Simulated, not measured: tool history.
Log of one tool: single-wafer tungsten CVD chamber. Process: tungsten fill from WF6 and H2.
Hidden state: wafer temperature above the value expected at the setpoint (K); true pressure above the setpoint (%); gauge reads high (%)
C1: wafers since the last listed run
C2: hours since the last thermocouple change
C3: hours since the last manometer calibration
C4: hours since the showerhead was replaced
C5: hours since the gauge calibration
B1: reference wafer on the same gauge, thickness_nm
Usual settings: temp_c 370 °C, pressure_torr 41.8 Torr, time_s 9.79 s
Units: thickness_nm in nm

run 1 day=0 | temp_c=370 pressure_torr=41.8 time_s=11.1 | C1=0 C2=1323.4 C3=1963.8 C4=7330.2 C5=42.1 | B1=17.889 | thickness_nm=20.374
run 2 day=0.908 | temp_c=370 pressure_torr=41.8 time_s=11.1 | C1=441 C2=1345.2 C3=1985.6 C4=7352 C5=63.9 | B1=17.89 | thickness_nm=20.434
run 3 day=1.612 | temp_c=380 pressure_torr=41.8 time_s=9.79 | C1=342 C2=1362.1 C3=2002.5 C4=7368.9 C5=80.8 | B1=17.886 | thickness_nm=22.609
run 4 day=2.567 | temp_c=380 pressure_torr=41.8 time_s=9.79 | C1=463 C2=1385 C3=2025.4 C4=7391.8 C5=103.7 | B1=17.892 | thickness_nm=22.655
run 5 day=3.617 | temp_c=380 pressure_torr=41.8 time_s=9.79 | C1=510 C2=1410.2 C3=2050.6 C4=7417 C5=128.9 | B1=17.888 | thickness_nm=22.608
run 6 day=4.492 | temp_c=370 pressure_torr=41.8 time_s=8.76 | C1=425 C2=1431.2 C3=2071.6 C4=7438 C5=149.9 | B1=17.9 | thickness_nm=16.238
run 7 day=5.538 | temp_c=370 pressure_torr=41.8 time_s=8.76 | C1=508 C2=1456.3 C3=2096.7 C4=7463.1 C5=175 | B1=17.907 | thickness_nm=16.293
-- day=6.862 capacitance manometer re-zeroed and calibrated
run 8 day=7.642 | temp_c=370 pressure_torr=41.8 time_s=9.79 | C1=861 C2=1506.8 C3=18.7 C4=7513.6 C5=225.5 | B1=17.907 | thickness_nm=17.287
run 9 day=8.617 | temp_c=363 pressure_torr=41.8 time_s=9.79 | C1=474 C2=1530.2 C3=42.1 C4=7537 C5=248.9 | B1=17.909 | thickness_nm=14.702
run 10 day=9.338 | temp_c=370 pressure_torr=41.8 time_s=8.92 | C1=350 C2=1547.5 C3=59.4 C4=7554.3 C5=266.2 | B1=17.891 | thickness_nm=15.771
run 11 day=10.496 | temp_c=370 pressure_torr=41.8 time_s=10.8 | C1=563 C2=1575.3 C3=87.2 C4=7582.1 C5=294 | B1=17.903 | thickness_nm=18.991
run 12 day=11.746 | temp_c=363 pressure_torr=46.8 time_s=9.79 | C1=607 C2=1605.3 C3=117.2 C4=7612.1 C5=324 | B1=17.912 | thickness_nm=15.898
run 13 day=13.054 | temp_c=382 pressure_torr=50.9 time_s=8.38 | C1=636 C2=1636.7 C3=148.6 C4=7643.5 C5=355.4 | B1=17.909 | thickness_nm=21.877
run 14 day=14.158 | temp_c=370 pressure_torr=44.7 time_s=8.6 | C1=536 C2=1663.2 C3=175.1 C4=7670 C5=381.9 | B1=17.901 | thickness_nm=15.876
-- day=15 thermocouple changed; heater temperature recalibrated
run 15 day=15.117 | temp_c=370 pressure_torr=41.8 time_s=9.79 | C1=303 C2=2.8 C3=198.1 C4=7693 C5=404.9 | B1=17.903 | thickness_nm=16.371
run 16 day=15.975 | temp_c=370 pressure_torr=45.4 time_s=8.57 | C1=417 C2=23.4 C3=218.7 C4=7713.6 C5=425.5 | B1=17.906 | thickness_nm=15.166
-- day=16.042 gauge calibrated
-- day=17.025 showerhead replaced
run 17 day=17.275 | temp_c=365 pressure_torr=36.3 time_s=10.75 | C1=470 C2=54.6 C3=249.9 C4=6 C5=29.6 | B1=17.899 | thickness_nm=14.508
run 18 day=17.958 | temp_c=370 pressure_torr=37.4 time_s=9.79 | C1=332 C2=71 C3=266.3 C4=22.4 C5=46 | B1=17.895 | thickness_nm=15.201
run 19 day=20.146 | temp_c=370 pressure_torr=37.4 time_s=9.79 | C1=1063 C2=123.5 C3=318.8 C4=74.9 C5=98.5 | B1=17.891 | thickness_nm=15.277
run 20 day=21.192 | temp_c=370 pressure_torr=48.5 time_s=11.72 | C1=508 C2=148.6 C3=343.9 C4=100 C5=123.6 | B1=17.909 | thickness_nm=21.733
run 21 day=21.942 | temp_c=363 pressure_torr=36.8 time_s=8.42 | C1=364 C2=166.6 C3=361.9 C4=118 C5=141.6 | B1=17.898 | thickness_nm=11.074

The tool's hidden state at each run:
gauge reads high (%): 0 in every run
H1: wafer temperature above the value expected at the setpoint (K)
H2: true pressure above the setpoint (%)
run=1 H1=1.82 H2=8.97
run=2 H1=1.85 H2=9.17
run=3 H1=1.87 H2=9.32
run=4 H1=1.91 H2=9.52
run=5 H1=1.94 H2=9.75
run=6 H1=1.97 H2=9.94
run=7 H1=2.01 H2=10.2
run=8 H1=2.08 H2=0.797
run=9 H1=2.11 H2=0.8
run=10 H1=2.13 H2=0.804
run=11 H1=2.17 H2=0.813
run=12 H1=2.22 H2=0.827
run=13 H1=2.26 H2=0.846
run=14 H1=2.3 H2=0.865
run=15 H1=-0.0263 H2=0.884
run=16 H1=0.00262 H2=0.903
run=17 H1=0.0464 H2=0.936
run=18 H1=0.0694 H2=0.954
run=19 H1=0.143 H2=1.02
run=20 H1=0.178 H2=1.06
run=21 H1=0.204 H2=1.09
